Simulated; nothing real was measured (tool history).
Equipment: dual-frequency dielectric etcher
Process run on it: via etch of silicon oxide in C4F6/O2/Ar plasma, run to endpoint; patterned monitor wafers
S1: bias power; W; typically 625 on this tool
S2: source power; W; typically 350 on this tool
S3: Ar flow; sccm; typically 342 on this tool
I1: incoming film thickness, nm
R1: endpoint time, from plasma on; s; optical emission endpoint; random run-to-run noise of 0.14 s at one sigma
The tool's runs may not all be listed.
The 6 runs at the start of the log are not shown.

| run | day | S1 | S2 | S3 | I1 | R1 |
|---|---|---|---|---|---|---|
| 7 | 3.033 | 625 | 350 | 342 | 93.7 | 17.6 |
| 8 | 3.688 | 515 | 350 | 322 | 93.8 | 18.7 |
|  | 4.708 | upper electrode replaced, of another model than before |
| 9 | 4.729 | 681 | 390 | 267 | 94.3 | 15.9 |
| 10 | 4.742 | 625 | 440 | 342 | 94 | 15.3 |
| 11 | 5.017 | 625 | 320 | 342 | 94.3 | 18.8 |
| 12 | 5.671 | 625 | 380 | 293 | 93.6 | 16.2 |
| 13 | 5.925 | 728 | 350 | 418 | 93.4 | 17.4 |
|  | 6.967 | Ar flow controller replaced |
| 14 | 7.417 | 553 | 290 | 342 | 94.1 | 20.5 |
| 15 | 7.996 | 730 | 350 | 267 | 94.3 | 16.3 |
|  | 8.533 | bias power generator calibrated |
| 16 | 8.554 | 492 | 430 | 311 | 94.6 | 16.1 |

Run 17, settings as shown, results not yet in. Your forecast:
| 17 | 8.712 | 625 | 410 | 395 | 94.3 | ? |

Run 17 yielded R1 16.3 s.
Take away the tool's hidden state, keep the run-to-run variation as it was, and the same run would have given R1 16.7 s.
